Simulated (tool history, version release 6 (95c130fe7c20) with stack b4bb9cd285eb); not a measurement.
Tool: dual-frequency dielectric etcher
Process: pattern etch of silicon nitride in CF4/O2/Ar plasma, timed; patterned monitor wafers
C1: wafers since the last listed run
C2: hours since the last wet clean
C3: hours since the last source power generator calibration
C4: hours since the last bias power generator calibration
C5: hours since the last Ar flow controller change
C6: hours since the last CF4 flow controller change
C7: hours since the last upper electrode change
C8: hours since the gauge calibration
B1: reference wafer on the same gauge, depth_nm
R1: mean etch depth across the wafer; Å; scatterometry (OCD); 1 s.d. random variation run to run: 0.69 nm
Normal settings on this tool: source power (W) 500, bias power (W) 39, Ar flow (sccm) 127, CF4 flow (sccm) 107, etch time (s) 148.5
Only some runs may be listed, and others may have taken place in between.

{"run": 1, "hour": 0.0, "source power (W)": 500, "bias power (W)": 34, "Ar flow (sccm)": 127, "CF4 flow (sccm)": 107, "etch time (s)": 148.5, "C1": 0, "C2": 370.3, "C3": 3609.4, "C4": 2275.9, "C5": 20.5, "C6": 2663.6, "C7": 6234.7, "C8": 262, "B1": 242, "R1": 2506}
{"hour": 7.0, "done": "CF4 flow controller replaced"}
{"run": 2, "hour": 13.2, "source power (W)": 500, "bias power (W)": 34, "Ar flow (sccm)": 127, "CF4 flow (sccm)": 107, "etch time (s)": 148.5, "C1": 55, "C2": 383.5, "C3": 3622.6, "C4": 2289.1, "C5": 33.7, "C6": 6.2, "C7": 6247.9, "C8": 275.2, "B1": 242.3, "R1": 2528}
{"hour": 44.3, "done": "upper electrode replaced"}
{"run": 3, "hour": 44.8, "source power (W)": 500, "bias power (W)": 34, "Ar flow (sccm)": 127, "CF4 flow (sccm)": 107, "etch time (s)": 148.5, "C1": 58, "C2": 415.1, "C3": 3654.2, "C4": 2320.7, "C5": 65.3, "C6": 37.8, "C7": 0.5, "C8": 306.8, "B1": 242.1, "R1": 2515}
{"run": 4, "hour": 45.1, "source power (W)": 500, "bias power (W)": 39, "Ar flow (sccm)": 127, "CF4 flow (sccm)": 120, "etch time (s)": 180.5, "C1": 2, "C2": 415.4, "C3": 3654.5, "C4": 2321, "C5": 65.6, "C6": 38.1, "C7": 0.8, "C8": 307.1, "B1": 241.8, "R1": 3308}
{"run": 5, "hour": 46.7, "source power (W)": 500, "bias power (W)": 45, "Ar flow (sccm)": 127, "CF4 flow (sccm)": 107, "etch time (s)": 182, "C1": 12, "C2": 417, "C3": 3656.1, "C4": 2322.6, "C5": 67.2, "C6": 39.7, "C7": 2.4, "C8": 308.7, "B1": 242.1, "R1": 3548}
{"run": 6, "hour": 53.6, "source power (W)": 440, "bias power (W)": 29, "Ar flow (sccm)": 155, "CF4 flow (sccm)": 107, "etch time (s)": 148.5, "C1": 53, "C2": 423.9, "C3": 3663, "C4": 2329.5, "C5": 74.1, "C6": 46.6, "C7": 9.3, "C8": 315.6, "B1": 242.2, "R1": 1999}
{"run": 7, "hour": 64.1, "source power (W)": 440, "bias power (W)": 29, "Ar flow (sccm)": 155, "CF4 flow (sccm)": 107, "etch time (s)": 148.5, "C1": 80, "C2": 434.4, "C3": 3673.5, "C4": 2340, "C5": 84.6, "C6": 57.1, "C7": 19.8, "C8": 326.1, "B1": 241.9, "R1": 2005}
{"hour": 71.7, "done": "gauge calibrated"}
{"run": 8, "hour": 78.9, "source power (W)": 500, "bias power (W)": 39, "Ar flow (sccm)": 127, "CF4 flow (sccm)": 107, "etch time (s)": 148.5, "C1": 113, "C2": 449.2, "C3": 3688.3, "C4": 2354.8, "C5": 99.4, "C6": 71.9, "C7": 34.6, "C8": 7.2, "B1": 241.9, "R1": 2692}
{"run": 9, "hour": 94.2, "source power (W)": 440, "bias power (W)": 30, "Ar flow (sccm)": 127, "CF4 flow (sccm)": 107, "etch time (s)": 148.5, "C1": 117, "C2": 464.5, "C3": 3703.6, "C4": 2370.1, "C5": 114.7, "C6": 87.2, "C7": 49.9, "C8": 22.5, "B1": 241.7, "R1": 2073}
{"run": 10, "hour": 105.1, "source power (W)": 500, "bias power (W)": 39, "Ar flow (sccm)": 108, "CF4 flow (sccm)": 88, "etch time (s)": 148.5, "C1": 83, "C2": 475.4, "C3": 3714.5, "C4": 2381, "C5": 125.6, "C6": 98.1, "C7": 60.8, "C8": 33.4, "B1": 241.9, "R1": 2679}
{"hour": 129.4, "done": "wet clean of the chamber"}
{"run": 11, "hour": 129.9, "source power (W)": 500, "bias power (W)": 39, "Ar flow (sccm)": 127, "CF4 flow (sccm)": 107, "etch time (s)": 112.5, "C1": 6, "C2": 0.5, "C3": 3739.3, "C4": 2405.8, "C5": 150.4, "C6": 122.9, "C7": 85.6, "C8": 58.2, "B1": 242, "R1": 2045}
{"hour": 162.5, "done": "bias power generator calibrated"}
{"run": 12, "hour": 163.0, "source power (W)": 500, "bias power (W)": 30, "Ar flow (sccm)": 127, "CF4 flow (sccm)": 127, "etch time (s)": 148.5, "C1": 223, "C2": 33.6, "C3": 3772.4, "C4": 0.5, "C5": 183.5, "C6": 156, "C7": 118.7, "C8": 91.3, "B1": 242, "R1": 2407}
{"run": 13, "hour": 173.4, "source power (W)": 590, "bias power (W)": 39, "Ar flow (sccm)": 127, "CF4 flow (sccm)": 130, "etch time (s)": 129, "C1": 79, "C2": 44, "C3": 3782.8, "C4": 10.9, "C5": 193.9, "C6": 166.4, "C7": 129.1, "C8": 101.7, "B1": 242, "R1": 2773}
{"run": 14, "hour": 184.3, "source power (W)": 550, "bias power (W)": 34, "Ar flow (sccm)": 127, "CF4 flow (sccm)": 107, "etch time (s)": 132, "C1": 83, "C2": 54.9, "C3": 3793.7, "C4": 21.8, "C5": 204.8, "C6": 177.3, "C7": 140, "C8": 112.6, "B1": 242, "R1": 2449}

What does the tool deliver on the next run?
{"hour": 206.5, "done": "source power generator calibrated"}
{"run": 15, "hour": 230.3, "source power (W)": 500, "bias power (W)": 45, "Ar flow (sccm)": 127, "CF4 flow (sccm)": 107, "etch time (s)": 182, "C1": 322, "C2": 100.9, "C3": 23.8, "C4": 67.8, "C5": 250.8, "C6": 223.3, "C7": 186, "C8": 158.6, "B1": "?", "R1": "?"}

B1: 242
R1: 3545 Å
If the tool had no hidden condition, the same run with the same run-to-run variation would have returned R1 3545 Å.
